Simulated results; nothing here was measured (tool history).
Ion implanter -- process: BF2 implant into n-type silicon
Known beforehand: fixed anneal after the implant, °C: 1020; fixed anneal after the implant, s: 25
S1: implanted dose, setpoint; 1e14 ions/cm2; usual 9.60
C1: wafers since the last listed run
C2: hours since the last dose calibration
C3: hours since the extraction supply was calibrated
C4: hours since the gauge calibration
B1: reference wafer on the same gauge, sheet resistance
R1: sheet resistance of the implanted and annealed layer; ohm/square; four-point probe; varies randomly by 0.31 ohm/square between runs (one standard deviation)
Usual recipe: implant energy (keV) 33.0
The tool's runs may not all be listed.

{"run": 1, "hour": 0.0, "S1": 8.72, "implant energy (keV)": 33.0, "C1": 0, "C2": 774.5, "C3": 4572.8, "C4": 330.8, "B1": 132.08, "R1": 143.2}
{"run": 2, "hour": 87.4, "S1": 8.72, "implant energy (keV)": 33.0, "C1": 2410, "C2": 861.9, "C3": 4660.2, "C4": 418.2, "B1": 131.99, "R1": 142.84}
{"run": 3, "hour": 193.8, "S1": 8.72, "implant energy (keV)": 33.0, "C1": 2933, "C2": 968.3, "C3": 4766.6, "C4": 524.6, "B1": 132.04, "R1": 143.98}
{"run": 4, "hour": 493.1, "S1": 9.6, "implant energy (keV)": 37.5, "C1": 8253, "C2": 1267.6, "C3": 5065.9, "C4": 823.9, "B1": 131.96, "R1": 130.98}
{"hour": 674.8, "done": "gauge calibrated"}
{"run": 5, "hour": 763.3, "S1": 9.6, "implant energy (keV)": 37.5, "C1": 7450, "C2": 1537.8, "C3": 5336.1, "C4": 88.5, "B1": 131.93, "R1": 131.81}
{"hour": 999.6, "done": "extraction supply calibrated"}
{"run": 6, "hour": 1047.3, "S1": 9.6, "implant energy (keV)": 37.5, "C1": 7610, "C2": 1821.8, "C3": 47.7, "C4": 372.5, "B1": 132.04, "R1": 132.64}
{"run": 7, "hour": 1131.7, "S1": 9.6, "implant energy (keV)": 33.0, "C1": 2327, "C2": 1906.2, "C3": 132.1, "C4": 456.9, "B1": 132.12, "R1": 137.47}
{"run": 8, "hour": 1196.5, "S1": 9.6, "implant energy (keV)": 33.0, "C1": 1786, "C2": 1971.0, "C3": 196.9, "C4": 521.7, "B1": 131.9, "R1": 137.61}
{"run": 9, "hour": 1296.9, "S1": 8.63, "implant energy (keV)": 40.5, "C1": 2768, "C2": 2071.4, "C3": 297.3, "C4": 622.1, "B1": 132.02, "R1": 140.39}
{"run": 10, "hour": 1382.1, "S1": 9.6, "implant energy (keV)": 25.0, "C1": 2349, "C2": 2156.6, "C3": 382.5, "C4": 707.3, "B1": 132.0, "R1": 148.24}
{"hour": 1449.6, "done": "Faraday cup replaced and dose calibrated"}
{"run": 11, "hour": 1482.7, "S1": 7.54, "implant energy (keV)": 36.5, "C1": 2553, "C2": 33.1, "C3": 483.1, "C4": 807.9, "B1": 132.02, "R1": 157.24}
{"run": 12, "hour": 1579.8, "S1": 9.6, "implant energy (keV)": 33.0, "C1": 2677, "C2": 130.2, "C3": 580.2, "C4": 905.0, "B1": 132.06, "R1": 135.77}
{"run": 13, "hour": 1625.8, "S1": 7.21, "implant energy (keV)": 39.0, "C1": 1268, "C2": 176.2, "C3": 626.2, "C4": 951.0, "B1": 131.98, "R1": 160.44}
{"run": 14, "hour": 1701.8, "S1": 9.6, "implant energy (keV)": 33.0, "C1": 2095, "C2": 252.2, "C3": 702.2, "C4": 1027.0, "B1": 131.97, "R1": 135.8}
{"hour": 1753.9, "done": "gauge calibrated"}
{"run": 15, "hour": 1831.3, "S1": 9.6, "implant energy (keV)": 33.0, "C1": 3570, "C2": 381.7, "C3": 831.7, "C4": 77.4, "B1": 131.95, "R1": 135.95}
{"run": 16, "hour": 1878.6, "S1": 8.55, "implant energy (keV)": 33.0, "C1": 1304, "C2": 429.0, "C3": 879.0, "C4": 124.7, "B1": 131.91, "R1": 145.81}
{"run": 17, "hour": 1923.9, "S1": 8.39, "implant energy (keV)": 23.0, "C1": 1249, "C2": 474.3, "C3": 924.3, "C4": 170.0, "B1": 132.03, "R1": 161.07}
{"run": 18, "hour": 1970.0, "S1": 7.76, "implant energy (keV)": 33.0, "C1": 1271, "C2": 520.4, "C3": 970.4, "C4": 216.1, "B1": 132.02, "R1": 156.36}

Difference, measured minus no-hidden-state, one row per run. Run-to-run variation is common to both terms; the gauge's own scatter need not be:
What the log doesn't record here: deviation of the true dose from the Faraday cup's reading, %; deviation of the true energy from its setpoint, %; gauge reads high (%).
run=1 R1=-0.30
run=2 R1=-0.20
run=3 R1=-0.06
run=4 R1=+0.36
run=5 R1=+0.84
run=6 R1=+1.46
run=7 R1=+1.62
run=8 R1=+1.78
run=9 R1=+2.49
run=10 R1=+2.15
run=11 R1=+0.37
run=12 R1=+0.26
run=13 R1=+0.42
run=14 R1=+0.29
run=15 R1=+0.34
run=16 R1=+0.44
run=17 R1=+0.45
run=18 R1=+0.57
